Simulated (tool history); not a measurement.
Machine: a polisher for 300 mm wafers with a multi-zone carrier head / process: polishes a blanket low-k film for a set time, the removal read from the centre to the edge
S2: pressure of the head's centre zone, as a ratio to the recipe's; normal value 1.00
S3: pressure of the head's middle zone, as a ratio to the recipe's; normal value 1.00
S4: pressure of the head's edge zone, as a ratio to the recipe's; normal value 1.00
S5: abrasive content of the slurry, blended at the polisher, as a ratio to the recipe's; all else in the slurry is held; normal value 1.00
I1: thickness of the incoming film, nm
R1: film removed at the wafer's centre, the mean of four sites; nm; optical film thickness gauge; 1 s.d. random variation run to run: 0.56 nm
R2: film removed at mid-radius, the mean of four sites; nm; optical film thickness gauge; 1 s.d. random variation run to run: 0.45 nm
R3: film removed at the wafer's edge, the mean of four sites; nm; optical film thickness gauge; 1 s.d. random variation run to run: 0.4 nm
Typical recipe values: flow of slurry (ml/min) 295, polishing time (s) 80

run 1 hour=0.0 | flow_of_slurry_(ml/min)=295 S2=1.00 S3=1.00 S4=1.00 S5=1.00 polishing_time_(s)=80 | I1=403.8 | R1=45.1 R2=44.0 R3=44.8
run 2 hour=60.4 | flow_of_slurry_(ml/min)=295 S2=1.00 S3=1.00 S4=1.00 S5=1.00 polishing_time_(s)=80 | I1=408.7 | R1=43.9 R2=44.1 R3=45.2
run 3 hour=133.8 | flow_of_slurry_(ml/min)=295 S2=1.00 S3=1.00 S4=1.00 S5=1.00 polishing_time_(s)=80 | I1=402.5 | R1=45.3 R2=43.8 R3=44.7
run 4 hour=176.4 | flow_of_slurry_(ml/min)=295 S2=1.00 S3=1.00 S4=1.00 S5=1.00 polishing_time_(s)=80 | I1=409.8 | R1=43.8 R2=43.7 R3=44.7
-- hour=182.8 slurry nozzle cleaned
run 5 hour=233.0 | flow_of_slurry_(ml/min)=335 S2=1.00 S3=1.00 S4=1.00 S5=1.00 polishing_time_(s)=72 | I1=411.2 | R1=41.1 R2=40.0 R3=41.1
-- hour=268.6 worn pad replaced by a new one
-- hour=274.1 centre zone pressure recalibrated
run 6 hour=282.3 | flow_of_slurry_(ml/min)=295 S2=0.89 S3=0.92 S4=1.05 S5=1.00 polishing_time_(s)=80 | I1=408.5 | R1=39.6 R2=40.7 R3=46.3
run 7 hour=332.8 | flow_of_slurry_(ml/min)=330 S2=0.93 S3=1.00 S4=1.00 S5=0.70 polishing_time_(s)=102 | I1=415.5 | R1=48.1 R2=51.7 R3=53.6
run 8 hour=375.8 | flow_of_slurry_(ml/min)=295 S2=1.00 S3=1.00 S4=1.00 S5=1.00 polishing_time_(s)=80 | I1=416.0 | R1=45.1 R2=44.9 R3=45.1
run 9 hour=426.5 | flow_of_slurry_(ml/min)=325 S2=1.00 S3=1.00 S4=1.00 S5=1.00 polishing_time_(s)=93 | I1=414.8 | R1=51.5 R2=51.4 R3=53.2
-- hour=476.3 carrier head's membrane replaced by a new one
run 10 hour=476.8 | flow_of_slurry_(ml/min)=295 S2=1.00 S3=1.00 S4=1.00 S5=1.00 polishing_time_(s)=80 | I1=403.5 | R1=45.1 R2=44.2 R3=45.5
run 11 hour=515.2 | flow_of_slurry_(ml/min)=295 S2=0.97 S3=1.06 S4=1.00 S5=1.00 polishing_time_(s)=80 | I1=405.1 | R1=43.0 R2=47.1 R3=45.2
run 12 hour=557.0 | flow_of_slurry_(ml/min)=215 S2=1.00 S3=1.11 S4=1.00 S5=1.00 polishing_time_(s)=80 | I1=408.4 | R1=43.6 R2=46.4 R3=44.2
-- hour=587.5 edge zone pressure recalibrated
run 13 hour=663.9 | flow_of_slurry_(ml/min)=255 S2=1.00 S3=1.06 S4=1.00 S5=1.20 polishing_time_(s)=80 | I1=408.8 | R1=45.4 R2=47.8 R3=47.9
-- hour=683.2 centre zone pressure recalibrated
run 14 hour=745.8 | flow_of_slurry_(ml/min)=295 S2=0.97 S3=0.90 S4=0.94 S5=1.00 polishing_time_(s)=97 | I1=411.5 | R1=53.0 R2=48.9 R3=53.1
-- hour=793.8 worn pad replaced by a new one
run 15 hour=801.8 | flow_of_slurry_(ml/min)=295 S2=1.00 S3=1.00 S4=1.00 S5=1.00 polishing_time_(s)=94 | I1=412.2 | R1=52.3 R2=51.6 R3=52.8
run 16 hour=862.9 | flow_of_slurry_(ml/min)=365 S2=1.00 S3=1.06 S4=1.04 S5=1.15 polishing_time_(s)=80 | I1=406.2 | R1=47.7 R2=48.4 R3=49.1
run 17 hour=951.7 | flow_of_slurry_(ml/min)=195 S2=1.00 S3=0.92 S4=1.00 S5=0.80 polishing_time_(s)=80 | I1=410.3 | R1=39.5 R2=36.9 R3=41.1
-- hour=1043.0 slurry nozzle cleaned
run 18 hour=1043.5 | flow_of_slurry_(ml/min)=295 S2=1.00 S3=1.00 S4=0.94 S5=1.30 polishing_time_(s)=80 | I1=419.5 | R1=49.3 R2=46.5 R3=47.5
run 19 hour=1092.6 | flow_of_slurry_(ml/min)=295 S2=1.00 S3=1.00 S4=1.00 S5=1.00 polishing_time_(s)=80 | I1=418.5 | R1=44.3 R2=43.0 R3=44.9
-- hour=1139.3 centre zone pressure recalibrated
run 20 hour=1186.8 | flow_of_slurry_(ml/min)=295 S2=1.00 S3=1.00 S4=1.00 S5=1.00 polishing_time_(s)=80 | I1=414.7 | R1=44.1 R2=44.8 R3=45.2
run 21 hour=1290.2 | flow_of_slurry_(ml/min)=295 S2=1.11 S3=1.00 S4=1.00 S5=1.00 polishing_time_(s)=64 | I1=409.5 | R1=40.1 R2=35.5 R3=36.7

Here are 4 independent what-if runs from the current tool condition. What would each one return?
run A hour=1290.7 | flow_of_slurry_(ml/min)=295 S2=1.00 S3=1.00 S4=1.00 S5=1.00 polishing_time_(s)=80 | I1=408.3 | R1=? R2=? R3=?
run B hour=1290.7 | flow_of_slurry_(ml/min)=295 S2=0.88 S3=1.05 S4=1.00 S5=1.00 polishing_time_(s)=80 | I1=408.3 | R1=? R2=? R3=?
run C hour=1290.7 | flow_of_slurry_(ml/min)=295 S2=1.00 S3=0.96 S4=1.00 S5=0.80 polishing_time_(s)=99 | I1=408.3 | R1=? R2=? R3=?
run D hour=1290.7 | flow_of_slurry_(ml/min)=295 S2=1.00 S3=0.96 S4=1.00 S5=1.00 polishing_time_(s)=80 | I1=408.3 | R1=? R2=? R3=?

run=A R1=43.8 R2=44.5 R3=45.8
run=B R1=38.5 R2=46.4 R3=45.8
run=C R1=51.1 R2=50.2 R3=53.5
run=D R1=43.8 R2=43.0 R3=45.8
Without the tool's unlogged condition, the same runs would have read:
run=A R1=43.8 R2=44.5 R3=45.8
run=B R1=38.5 R2=46.4 R3=45.8
run=C R1=51.1 R2=50.2 R3=53.5
run=D R1=43.8 R2=43.0 R3=45.8
